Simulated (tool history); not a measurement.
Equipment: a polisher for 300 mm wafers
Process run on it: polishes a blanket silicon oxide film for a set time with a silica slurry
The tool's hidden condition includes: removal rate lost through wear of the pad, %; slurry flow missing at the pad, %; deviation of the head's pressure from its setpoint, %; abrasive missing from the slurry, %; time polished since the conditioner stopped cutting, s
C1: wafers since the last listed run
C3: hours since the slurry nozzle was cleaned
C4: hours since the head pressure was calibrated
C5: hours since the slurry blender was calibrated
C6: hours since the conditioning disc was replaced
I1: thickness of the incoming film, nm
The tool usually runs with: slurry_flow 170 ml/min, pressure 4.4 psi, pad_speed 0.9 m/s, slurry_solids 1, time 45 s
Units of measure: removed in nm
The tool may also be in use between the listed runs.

run 1 hour=0 | slurry_flow=170 pressure=3.7 pad_speed=0.9 slurry_solids=1 time=45 | C1=0 wafers_polished_on_this_pad=2765 C3=446.1 C4=1242.4 C5=178.2 C6=301.4 | I1=1036.6 | removed=111.9
run 2 hour=31.1 | slurry_flow=170 pressure=3.7 pad_speed=0.9 slurry_solids=1 time=45 | C1=431 wafers_polished_on_this_pad=3196 C3=477.2 C4=1273.5 C5=209.3 C6=332.5 | I1=1064.7 | removed=112.6
-- hour=39 conditioning disc replaced and pad reconditioned
-- hour=81.7 slurry nozzle cleaned
run 3 hour=96.3 | slurry_flow=170 pressure=4.4 pad_speed=0.9 slurry_solids=1 time=45 | C1=862 wafers_polished_on_this_pad=4059 C3=14.6 C4=1338.7 C5=274.5 C6=57.3 | I1=1048.3 | removed=129.4
-- hour=147.8 slurry blender recalibrated
run 4 hour=154.4 | slurry_flow=170 pressure=4.4 pad_speed=0.9 slurry_solids=1 time=45 | C1=778 wafers_polished_on_this_pad=4837 C3=72.7 C4=1396.8 C5=6.6 C6=115.4 | I1=1060.2 | removed=130.8
-- hour=186.4 worn pad replaced by a new one
-- hour=213.5 head pressure recalibrated
run 5 hour=214 | slurry_flow=170 pressure=4.4 pad_speed=0.9 slurry_solids=1 time=45 | C1=743 wafers_polished_on_this_pad=354 C3=132.3 C4=0.5 C5=66.2 C6=175 | I1=1045.9 | removed=131.2
run 6 hour=278.4 | slurry_flow=170 pressure=4.4 pad_speed=0.9 slurry_solids=1 time=45 | C1=893 wafers_polished_on_this_pad=1248 C3=196.7 C4=64.9 C5=130.6 C6=239.4 | I1=1064.9 | removed=131
run 7 hour=304.9 | slurry_flow=170 pressure=4.4 pad_speed=0.9 slurry_solids=1 time=45 | C1=367 wafers_polished_on_this_pad=1615 C3=223.2 C4=91.4 C5=157.1 C6=265.9 | I1=1054.5 | removed=129.2
run 8 hour=336.9 | slurry_flow=170 pressure=4.4 pad_speed=0.9 slurry_solids=1 time=45 | C1=443 wafers_polished_on_this_pad=2059 C3=255.2 C4=123.4 C5=189.1 C6=297.9 | I1=1042.9 | removed=130.7
run 9 hour=374.6 | slurry_flow=170 pressure=4.4 pad_speed=0.9 slurry_solids=1 time=45 | C1=523 wafers_polished_on_this_pad=2582 C3=292.9 C4=161.1 C5=226.8 C6=335.6 | I1=1039.4 | removed=128.6
-- hour=384.5 conditioning disc replaced and pad reconditioned
run 10 hour=434 | slurry_flow=170 pressure=4.4 pad_speed=0.9 slurry_solids=0.85 time=45 | C1=796 wafers_polished_on_this_pad=3379 C3=352.3 C4=220.5 C5=286.2 C6=49.5 | I1=1061.8 | removed=116.1
run 11 hour=471.2 | slurry_flow=215 pressure=4.4 pad_speed=0.72 slurry_solids=1 time=45 | C1=516 wafers_polished_on_this_pad=3895 C3=389.5 C4=257.7 C5=323.4 C6=86.7 | I1=1055.9 | removed=111.8
-- hour=483.3 slurry nozzle cleaned
-- hour=510.6 worn pad replaced by a new one
-- hour=519.9 slurry blender recalibrated
run 12 hour=556.6 | slurry_flow=170 pressure=4.4 pad_speed=0.9 slurry_solids=1 time=45 | C1=1087 wafers_polished_on_this_pad=610 C3=73.3 C4=343.1 C5=36.7 C6=172.1 | I1=1056.8 | removed=131.3
run 13 hour=593.9 | slurry_flow=170 pressure=4.4 pad_speed=0.9 slurry_solids=1 time=45 | C1=517 wafers_polished_on_this_pad=1128 C3=110.6 C4=380.4 C5=74 C6=209.4 | I1=1045.1 | removed=130.3
run 14 hour=663.4 | slurry_flow=195 pressure=3.6 pad_speed=0.78 slurry_solids=1 time=33 | C1=964 wafers_polished_on_this_pad=2092 C3=180.1 C4=449.9 C5=143.5 C6=278.9 | I1=1025.4 | removed=73.9
-- hour=682.8 conditioning disc replaced and pad reconditioned
run 15 hour=708.7 | slurry_flow=170 pressure=3.4 pad_speed=0.9 slurry_solids=1 time=45 | C1=600 wafers_polished_on_this_pad=2693 C3=225.4 C4=495.2 C5=188.8 C6=25.9 | I1=1069.1 | removed=103.7

Estimate the outcome of run 16 from the log above:
run 16 hour=744.6 | slurry_flow=170 pressure=4.4 pad_speed=0.9 slurry_solids=1 time=45 | C1=498 wafers_polished_on_this_pad=3191 C3=261.3 C4=531.1 C5=224.7 C6=61.8 | I1=1070.6 | removed=?

{"run 16": {"removed": 129.3}}
Had the tool carried no hidden state, the very same run would have given removed 132 nm.
